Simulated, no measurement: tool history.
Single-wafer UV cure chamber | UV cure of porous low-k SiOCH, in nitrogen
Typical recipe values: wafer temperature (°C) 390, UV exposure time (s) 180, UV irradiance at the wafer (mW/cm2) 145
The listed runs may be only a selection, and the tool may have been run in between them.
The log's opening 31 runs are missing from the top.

run	day	wafer temperature (°C)	UV exposure time (s)	UV irradiance at the wafer (mW/cm2)	wafers since the last listed run	hours since the UV bulbs were replaced	wafers since the quartz window was cleaned	loss of film thickness in the cure (%)
32	17.658	407	225	145	82	108.0	534	12.981
33	18.371	390	140	174	105	125.1	640	11.689
34	18.671	390	280	145	44	132.3	684	13.700
35	19.150	390	245	145	71	143.8	755	13.223
36	19.650	406	225	145	74	155.8	830	12.768
37	19.942	390	180	109	43	162.8	873	10.167
38	20.608	397	180	114	98	178.8	972	10.700
39	21.062	390	270	127	67	189.7	1039	13.047
40	21.679	390	180	145	91	204.5	1131	11.245
41	22.104	384	260	164	63	214.7	1194	13.500
42	22.667	398	115	117	83	228.2	1277	8.699
43	23.192	390	245	105	77	240.8	1355	11.240
44	23.817	390	180	145	92	255.8	1448	11.128
45	24.317	382	180	108	74	267.8	1522	9.630
46	24.596	378	215	174	41	274.5	1564	12.779
47	25.700	390	180	145	163	301.0	1728	10.775

Predict each of these 3 candidate next runs independently; none follows another, all start after run 47:
A	25.721	390	230	145	3	301.5	1731	?
B	25.721	390	225	145	3	301.5	1731	?
C	25.721	384	225	126	3	301.5	1731	?

run	loss of film thickness in the cure (%)
A	11.988
B	11.889
C	11.159
Without the tool's hidden state the same runs would have given:
run	loss of film thickness in the cure (%)
A	13.501
B	13.399
C	12.645
